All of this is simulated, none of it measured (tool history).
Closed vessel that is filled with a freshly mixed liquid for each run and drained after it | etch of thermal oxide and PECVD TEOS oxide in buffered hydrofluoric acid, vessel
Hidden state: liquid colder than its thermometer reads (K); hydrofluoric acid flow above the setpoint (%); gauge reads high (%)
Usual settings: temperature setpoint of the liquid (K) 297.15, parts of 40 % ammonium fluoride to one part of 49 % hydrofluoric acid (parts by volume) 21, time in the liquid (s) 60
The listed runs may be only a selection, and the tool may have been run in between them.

run,hour,temperature setpoint of the liquid (K),parts of 40 % ammonium fluoride to one part of 49 % hydrofluoric acid (parts by volume),time in the liquid (s),wafers since the last listed run,hours since the thermometer was replaced,hours since the hydrofluoric acid flow meter was replaced,hours since the gauge calibration,"read-back film thickness of the thermal oxide reference wafer, read on the same gauge (nm)","read-back film thickness of the PECVD TEOS oxide reference wafer, read on the same gauge (nm)",thickness taken off the thermal oxide on a monitor wafer (nm),thickness taken off the PECVD TEOS oxide on a monitor wafer (nm)
1,0,296.15,23,60,0,2319.1,335.9,1723.8,30.01,59.99,28.44,29.21
2,71.9,294.65,29,40,9520,2391,407.8,1795.7,30.01,60.01,14.97,15.29
3,129.5,299.15,23,60,7626,2448.6,465.4,1853.3,30,59.99,33.49,34.71
4,172.9,297.15,21,75,5746,2492,508.8,1896.7,30.02,60.01,40.22,41.34
5,236.7,299.65,21,60,8447,2555.8,572.6,1960.5,30.01,59.97,36.53,38.03
# hour 250.2: gauge calibrated
6,271.8,299.65,21,60,4647,2590.9,607.7,21.6,29.98,60,37.06,38.11
7,326.8,297.15,28.5,75,7282,2645.9,662.7,76.6,29.99,59.97,32.66,33.54
8,366.4,297.15,15,60,5243,2685.5,702.3,116.2,29.99,60.03,44.18,46.25
9,419.7,299.65,16,45,7057,2738.8,755.6,169.5,30.02,60,36.06,37.48
10,458.7,297.15,15.5,70,5164,2777.8,794.6,208.5,30.01,59.98,51.46,52.51
# hour 467.4: thermometer replaced
11,504.6,295.15,21,60,5945,37.2,840.5,254.4,29.98,59.99,29.25,29.99
12,541.9,297.15,19,60,4938,74.5,877.8,291.7,30,60.01,35.62,36.62
13,578.7,292.65,17,85,4872,111.3,914.6,328.5,30,60.02,44.59,45.48
14,611.6,297.15,25.5,60,4356,144.2,947.5,361.4,30,60.01,28.28,29.42
15,683,298.65,18.5,35,9454,215.6,1018.9,432.8,29.99,60,23.24,24.09
16,739.8,295.65,14.5,85,7520,272.4,1075.7,489.6,29.99,60.02,61.44,63.37
17,792.9,299.65,24.5,85,7031,325.5,1128.8,542.7,30,59.99,47.83,49.09
18,852.7,297.15,24.5,60,7918,385.3,1188.6,602.5,30.03,60.02,29.72,30.54
# hour 899: hydrofluoric acid flow meter replaced
19,921.5,297.15,21,60,8977,454.1,22.5,671.3,30,60,31.93,32.65
20,965.3,295.65,21,60,5799,497.9,66.3,715.1,30.01,60.01,29,30.02
21,993.3,299.15,21,60,3707,525.9,94.3,743.1,30.02,59.98,35.12,36.57
22,1037.6,298.65,21,60,5865,570.2,138.6,787.4,30.03,60,34.5,35.65
23,1079.8,297.15,21,60,5587,612.4,180.8,829.6,29.97,59.99,31.87,32.78
24,1121,293.65,26,60,5455,653.6,222,870.8,29.99,60,22.81,23.56
25,1154.6,297.15,25,60,4449,687.2,255.6,904.4,30.01,60,28.43,29.32

5 options for the next run, each taken on its own from the tool as it stands now. Forecast them:
A,1155.3,297.15,21,90,92,687.9,256.3,905.1,?,?,?,?
B,1155.3,297.15,15.5,35,92,687.9,256.3,905.1,?,?,?,?
C,1155.3,301.65,18,90,92,687.9,256.3,905.1,?,?,?,?
D,1155.3,299.65,21,30,92,687.9,256.3,905.1,?,?,?,?
E,1155.3,293.15,21,60,92,687.9,256.3,905.1,?,?,?,?

run,"read-back film thickness of the thermal oxide reference wafer, read on the same gauge (nm)","read-back film thickness of the PECVD TEOS oxide reference wafer, read on the same gauge (nm)",thickness taken off the thermal oxide on a monitor wafer (nm),thickness taken off the PECVD TEOS oxide on a monitor wafer (nm)
A,29.98,60.03,47.78,49.3
B,29.98,60.03,24.83,25.63
C,29.98,60.03,70.26,72.5
D,29.98,60.03,18.24,18.83
E,29.98,60.03,25.51,26.33
Without the tool's unlogged condition, the same runs would have read:
run,thickness taken off the thermal oxide on a monitor wafer (nm),thickness taken off the PECVD TEOS oxide on a monitor wafer (nm)
A,47.17,48.68
B,24.39,25.16
C,68.99,71.19
D,18.01,18.59
E,25.19,26
